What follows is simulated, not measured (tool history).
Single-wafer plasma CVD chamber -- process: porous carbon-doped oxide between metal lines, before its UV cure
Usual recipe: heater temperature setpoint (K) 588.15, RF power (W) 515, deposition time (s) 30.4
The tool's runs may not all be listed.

run     day  heater temperature setpoint (K)  RF power (W)  deposition time (s)  wafers since the last listed run  hours since the last thermocouple change  hours since the last RF generator calibration  hours since the showerhead was replaced  hours since the gauge calibration  read-back reference wafer on the same gauge, thickness_nm  mean film thickness on the monitor wafer (angstrom)
  1   0.000                           588.15           515                 32.4                                 0                                    1633.1                                          575.1                                   6306.3                              490.4                                                    159.079                                              1915.00
  2   2.642                           588.15           515                 30.4                              1608                                    1696.5                                          638.5                                   6369.7                              553.8                                                    159.184                                              1802.69
  3   3.975                           588.15           515                 30.4                               812                                    1728.5                                          670.5                                   6401.7                              585.8                                                    159.131                                              1804.66
  4   5.079                           588.15           515                 30.4                               672                                    1755.0                                          697.0                                   6428.2                              612.3                                                    159.322                                              1813.08
  5   6.367                           588.15           515                 30.4                               784                                    1785.9                                          727.9                                   6459.1                              643.2                                                    159.164                                              1807.20
  6   7.967                           588.15           455                 30.4                               974                                    1824.3                                          766.3                                   6497.5                              681.6                                                    159.098                                              1622.20
  7  10.062                           588.15           515                 30.4                              1276                                    1874.6                                          816.6                                   6547.8                              731.9                                                    158.997                                              1807.25
  8  11.933                           588.15           515                 30.4                              1139                                    1919.5                                          861.5                                   6592.7                              776.8                                                    159.197                                              1799.86
  9  14.125                           588.15           515                 30.4                              1334                                    1972.1                                          914.1                                   6645.3                              829.4                                                    158.979                                              1809.00
 10  15.767                           588.15           485                 30.4                               999                                    2011.5                                          953.5                                   6684.7                              868.8                                                    159.013                                              1726.82
 11  17.888                           588.15           515                 30.4                              1291                                    2062.4                                         1004.4                                   6735.6                              919.7                                                    159.141                                              1816.23
 12  19.950                           588.15           515                 30.4                              1256                                    2111.9                                         1053.9                                   6785.1                              969.2                                                    159.114                                              1800.79
 13  22.546                           588.15           515                 30.4                              1580                                    2174.2                                         1116.2                                   6847.4                             1031.5                                                    158.981                                              1800.15
 14  23.862                           588.15           515                 30.4                               801                                    2205.8                                         1147.8                                   6879.0                             1063.1                                                    159.012                                              1814.17
 15  24.925                           588.15           515                 30.4                               647                                    2231.3                                         1173.3                                   6904.5                             1088.6                                                    158.908                                              1799.29
     26.921  -- showerhead replaced
 16  27.054                           579.15           420                 33.5                              1093                                    2282.4                                         1224.4                                      3.2                             1139.7                                                    159.135                                              1742.09
 17  29.221                           588.15           605                 30.4                              1319                                    2334.4                                         1276.4                                     55.2                             1191.7                                                    159.091                                              2043.72

For run 18, what comes out?
 18  31.258                           588.15           515                 30.4                              1240                                    2383.3                                         1325.3                                    104.1                             1240.6                                                          ?                                                    ?

read-back reference wafer on the same gauge, thickness_nm: 159.032
mean film thickness on the monitor wafer (angstrom): 1808.69
If the tool had no hidden condition, the same run with the same run-to-run variation would have returned mean film thickness on the monitor wafer (angstrom) 1781.65.
